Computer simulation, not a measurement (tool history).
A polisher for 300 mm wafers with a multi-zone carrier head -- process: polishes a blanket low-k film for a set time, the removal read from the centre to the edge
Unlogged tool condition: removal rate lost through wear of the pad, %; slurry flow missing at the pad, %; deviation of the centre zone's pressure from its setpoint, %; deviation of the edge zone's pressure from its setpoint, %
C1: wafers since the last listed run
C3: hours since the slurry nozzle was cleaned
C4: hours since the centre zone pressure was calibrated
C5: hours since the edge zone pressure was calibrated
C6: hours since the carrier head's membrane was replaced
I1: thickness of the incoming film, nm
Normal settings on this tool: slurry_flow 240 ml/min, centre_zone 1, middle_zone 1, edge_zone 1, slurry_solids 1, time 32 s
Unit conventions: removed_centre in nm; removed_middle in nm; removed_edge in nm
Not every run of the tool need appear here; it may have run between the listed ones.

run 1 hour=0 | slurry_flow=185 centre_zone=1 middle_zone=1 edge_zone=1 slurry_solids=1 time=32 | C1=0 wafers_polished_on_this_pad=4258 C3=224.8 C4=469.9 C5=135.6 C6=1155.4 | I1=686.7 | removed_centre=19.6 removed_middle=19 removed_edge=20.2
run 2 hour=42.8 | slurry_flow=240 centre_zone=1 middle_zone=1.05 edge_zone=1 slurry_solids=1 time=32 | C1=587 wafers_polished_on_this_pad=4846 C3=267.6 C4=512.7 C5=178.4 C6=1198.2 | I1=683.6 | removed_centre=20.7 removed_middle=20.5 removed_edge=21
run 3 hour=95.3 | slurry_flow=240 centre_zone=1 middle_zone=1 edge_zone=1 slurry_solids=1 time=32 | C1=720 wafers_polished_on_this_pad=5567 C3=320.1 C4=565.2 C5=230.9 C6=1250.7 | I1=679.1 | removed_centre=20.3 removed_middle=19.9 removed_edge=21.2
run 4 hour=145.3 | slurry_flow=210 centre_zone=1 middle_zone=1 edge_zone=1 slurry_solids=0.75 time=32 | C1=686 wafers_polished_on_this_pad=6254 C3=370.1 C4=615.2 C5=280.9 C6=1300.7 | I1=680.6 | removed_centre=16.4 removed_middle=16.4 removed_edge=17.3
-- hour=242.9 worn pad replaced by a new one
-- hour=258.3 carrier head's membrane replaced by a new one, of another model than before
-- hour=341.3 slurry nozzle cleaned
run 5 hour=348.7 | slurry_flow=240 centre_zone=1 middle_zone=1 edge_zone=1 slurry_solids=1 time=32 | C1=2655 wafers_polished_on_this_pad=1370 C3=7.4 C4=818.6 C5=484.3 C6=90.4 | I1=668.3 | removed_centre=22.1 removed_middle=21.6 removed_edge=22
run 6 hour=386.8 | slurry_flow=240 centre_zone=0.92 middle_zone=1 edge_zone=0.9 slurry_solids=1 time=32 | C1=523 wafers_polished_on_this_pad=1893 C3=45.5 C4=856.7 C5=522.4 C6=128.5 | I1=671.8 | removed_centre=21 removed_middle=21.4 removed_edge=20
-- hour=395.7 edge zone pressure recalibrated
run 7 hour=414.1 | slurry_flow=240 centre_zone=1 middle_zone=1 edge_zone=1 slurry_solids=1 time=32 | C1=347 wafers_polished_on_this_pad=2241 C3=72.8 C4=884 C5=18.4 C6=155.8 | I1=669.5 | removed_centre=21.6 removed_middle=20.9 removed_edge=21.6
run 8 hour=485.3 | slurry_flow=240 centre_zone=1 middle_zone=1 edge_zone=1 slurry_solids=1 time=32 | C1=977 wafers_polished_on_this_pad=3218 C3=144 C4=955.2 C5=89.6 C6=227 | I1=673 | removed_centre=21.1 removed_middle=20.9 removed_edge=21.5
run 9 hour=521.5 | slurry_flow=200 centre_zone=1 middle_zone=1.11 edge_zone=1 slurry_solids=1.2 time=22 | C1=497 wafers_polished_on_this_pad=3715 C3=180.2 C4=991.4 C5=125.8 C6=263.2 | I1=674.5 | removed_centre=15.2 removed_middle=16.6 removed_edge=15.6
-- hour=535.5 centre zone pressure recalibrated
run 10 hour=554.7 | slurry_flow=240 centre_zone=1.04 middle_zone=0.89 edge_zone=1 slurry_solids=0.7 time=32 | C1=428 wafers_polished_on_this_pad=4144 C3=213.4 C4=19.2 C5=159 C6=296.4 | I1=684.1 | removed_centre=17.2 removed_middle=14.6 removed_edge=17.3
run 11 hour=613.4 | slurry_flow=185 centre_zone=1.05 middle_zone=0.94 edge_zone=1 slurry_solids=1.2 time=32 | C1=806 wafers_polished_on_this_pad=4950 C3=272.1 C4=77.9 C5=217.7 C6=355.1 | I1=674 | removed_centre=21.7 removed_middle=19.4 removed_edge=22.1

Run 12, settings as shown, results not yet in. Your forecast:
run 12 hour=673.2 | slurry_flow=320 centre_zone=1 middle_zone=1 edge_zone=1 slurry_solids=1 time=32 | C1=821 wafers_polished_on_this_pad=5771 C3=331.9 C4=137.7 C5=277.5 C6=414.9 | I1=689.2 | removed_centre=? removed_middle=? removed_edge=?

{"run 12": {"removed_centre": 21.4, "removed_middle": 20.7, "removed_edge": 21.8}}
With no hidden state in the tool, this same run would have given removed_centre 22.8 nm, removed_middle 22 nm, removed_edge 22.8 nm.
